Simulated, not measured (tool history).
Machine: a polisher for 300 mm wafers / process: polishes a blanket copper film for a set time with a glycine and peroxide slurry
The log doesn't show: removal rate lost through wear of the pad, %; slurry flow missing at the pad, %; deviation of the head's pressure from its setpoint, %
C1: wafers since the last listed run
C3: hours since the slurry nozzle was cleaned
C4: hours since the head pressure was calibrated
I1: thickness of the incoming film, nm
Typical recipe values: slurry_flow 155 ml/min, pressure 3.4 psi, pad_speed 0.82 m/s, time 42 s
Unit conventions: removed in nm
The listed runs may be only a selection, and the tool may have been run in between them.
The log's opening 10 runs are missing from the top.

-- day=34.817 worn pad replaced by a new one, of another model than before
run 11 day=35.458 | slurry_flow=155 pressure=3.4 pad_speed=0.82 time=42 | C1=729 wafers_polished_on_this_pad=123 C3=371.9 C4=953.8 | I1=1074.6 | removed=225.7
-- day=35.758 head pressure recalibrated
-- day=36.825 slurry nozzle cleaned
run 12 day=37.125 | slurry_flow=155 pressure=3.4 pad_speed=0.82 time=42 | C1=296 wafers_polished_on_this_pad=419 C3=7.2 C4=32.8 | I1=1053.2 | removed=232.6
run 13 day=39.988 | slurry_flow=155 pressure=3.4 pad_speed=0.82 time=42 | C1=550 wafers_polished_on_this_pad=970 C3=75.9 C4=101.5 | I1=1075.6 | removed=227.3
run 14 day=44.462 | slurry_flow=155 pressure=4.2 pad_speed=0.82 time=42 | C1=860 wafers_polished_on_this_pad=1830 C3=183.3 C4=208.9 | I1=1057.3 | removed=261.3
run 15 day=46.500 | slurry_flow=155 pressure=4.2 pad_speed=0.82 time=42 | C1=391 wafers_polished_on_this_pad=2222 C3=232.2 C4=257.8 | I1=1059.2 | removed=264.7
run 16 day=49.054 | slurry_flow=155 pressure=3.4 pad_speed=0.60 time=42 | C1=491 wafers_polished_on_this_pad=2713 C3=293.5 C4=319.1 | I1=1065.3 | removed=174.4
run 17 day=52.233 | slurry_flow=155 pressure=2.2 pad_speed=0.56 time=42 | C1=611 wafers_polished_on_this_pad=3325 C3=369.8 C4=395.4 | I1=1051.1 | removed=138.3
-- day=53.038 worn pad replaced by a new one
run 18 day=55.325 | slurry_flow=155 pressure=3.4 pad_speed=0.82 time=38 | C1=562 wafers_polished_on_this_pad=440 C3=444.0 C4=469.6 | I1=1070.4 | removed=210.5
-- day=57.442 slurry nozzle cleaned
run 19 day=58.533 | slurry_flow=205 pressure=4.3 pad_speed=0.98 time=47 | C1=609 wafers_polished_on_this_pad=1049 C3=26.2 C4=546.6 | I1=1060.6 | removed=356.8
run 20 day=62.883 | slurry_flow=155 pressure=3.4 pad_speed=0.64 time=50 | C1=836 wafers_polished_on_this_pad=1885 C3=130.6 C4=651.0 | I1=1057.3 | removed=216.1
run 21 day=64.650 | slurry_flow=195 pressure=3.4 pad_speed=1.04 time=54 | C1=339 wafers_polished_on_this_pad=2225 C3=173.0 C4=693.4 | I1=1042.9 | removed=374.7
run 22 day=67.708 | slurry_flow=155 pressure=4.2 pad_speed=0.82 time=42 | C1=588 wafers_polished_on_this_pad=2813 C3=246.4 C4=766.8 | I1=1047.7 | removed=252.9
run 23 day=70.296 | slurry_flow=155 pressure=3.4 pad_speed=0.82 time=42 | C1=497 wafers_polished_on_this_pad=3311 C3=308.5 C4=828.9 | I1=1048.1 | removed=228.2
run 24 day=72.100 | slurry_flow=155 pressure=3.4 pad_speed=0.82 time=42 | C1=346 wafers_polished_on_this_pad=3658 C3=351.8 C4=872.2 | I1=1065.4 | removed=223.3
-- day=72.854 worn pad replaced by a new one
-- day=73.700 head pressure recalibrated
run 25 day=74.950 | slurry_flow=130 pressure=3.4 pad_speed=1.02 time=37 | C1=500 wafers_polished_on_this_pad=387 C3=420.2 C4=30.0 | I1=1049.6 | removed=253.0
-- day=75.129 slurry nozzle cleaned
run 26 day=79.096 | slurry_flow=155 pressure=3.4 pad_speed=0.82 time=42 | C1=789 wafers_polished_on_this_pad=1176 C3=95.2 C4=129.5 | I1=1078.5 | removed=239.8
run 27 day=82.421 | slurry_flow=110 pressure=2.9 pad_speed=0.82 time=32 | C1=639 wafers_polished_on_this_pad=1816 C3=175.0 C4=209.3 | I1=1066.3 | removed=159.6
run 28 day=85.612 | slurry_flow=125 pressure=3.4 pad_speed=0.82 time=42 | C1=613 wafers_polished_on_this_pad=2429 C3=251.6 C4=285.9 | I1=1077.3 | removed=228.5
run 29 day=88.788 | slurry_flow=185 pressure=3.4 pad_speed=0.66 time=50 | C1=610 wafers_polished_on_this_pad=3040 C3=327.8 C4=362.1 | I1=1048.0 | removed=234.4
run 30 day=90.362 | slurry_flow=195 pressure=3.4 pad_speed=0.82 time=42 | C1=302 wafers_polished_on_this_pad=3343 C3=365.6 C4=399.9 | I1=1037.4 | removed=240.6
-- day=92.717 slurry nozzle cleaned
-- day=94.133 worn pad replaced by a new one
run 31 day=94.679 | slurry_flow=155 pressure=3.4 pad_speed=0.82 time=42 | C1=790 wafers_polished_on_this_pad=104 C3=47.1 C4=503.5 | I1=1063.6 | removed=232.2

Below are 3 alternative next runs, each starting from the tool's condition after run 31. Predict each:
run A day=94.696 | slurry_flow=115 pressure=3.4 pad_speed=0.82 time=42 | C1=3 wafers_polished_on_this_pad=107 C3=47.5 C4=503.9 | I1=1071.4 | removed=?
run B day=94.696 | slurry_flow=155 pressure=3.4 pad_speed=0.68 time=42 | C1=3 wafers_polished_on_this_pad=107 C3=47.5 C4=503.9 | I1=1071.4 | removed=?
run C day=94.696 | slurry_flow=185 pressure=3.4 pad_speed=0.82 time=42 | C1=3 wafers_polished_on_this_pad=107 C3=47.5 C4=503.9 | I1=1071.4 | removed=?

run=A removed=222.0
run=B removed=193.6
run=C removed=237.3
Take away the tool's hidden state, keep each run's random variation, and the runs would have read:
run=A removed=225.9
run=B removed=196.9
run=C removed=241.4

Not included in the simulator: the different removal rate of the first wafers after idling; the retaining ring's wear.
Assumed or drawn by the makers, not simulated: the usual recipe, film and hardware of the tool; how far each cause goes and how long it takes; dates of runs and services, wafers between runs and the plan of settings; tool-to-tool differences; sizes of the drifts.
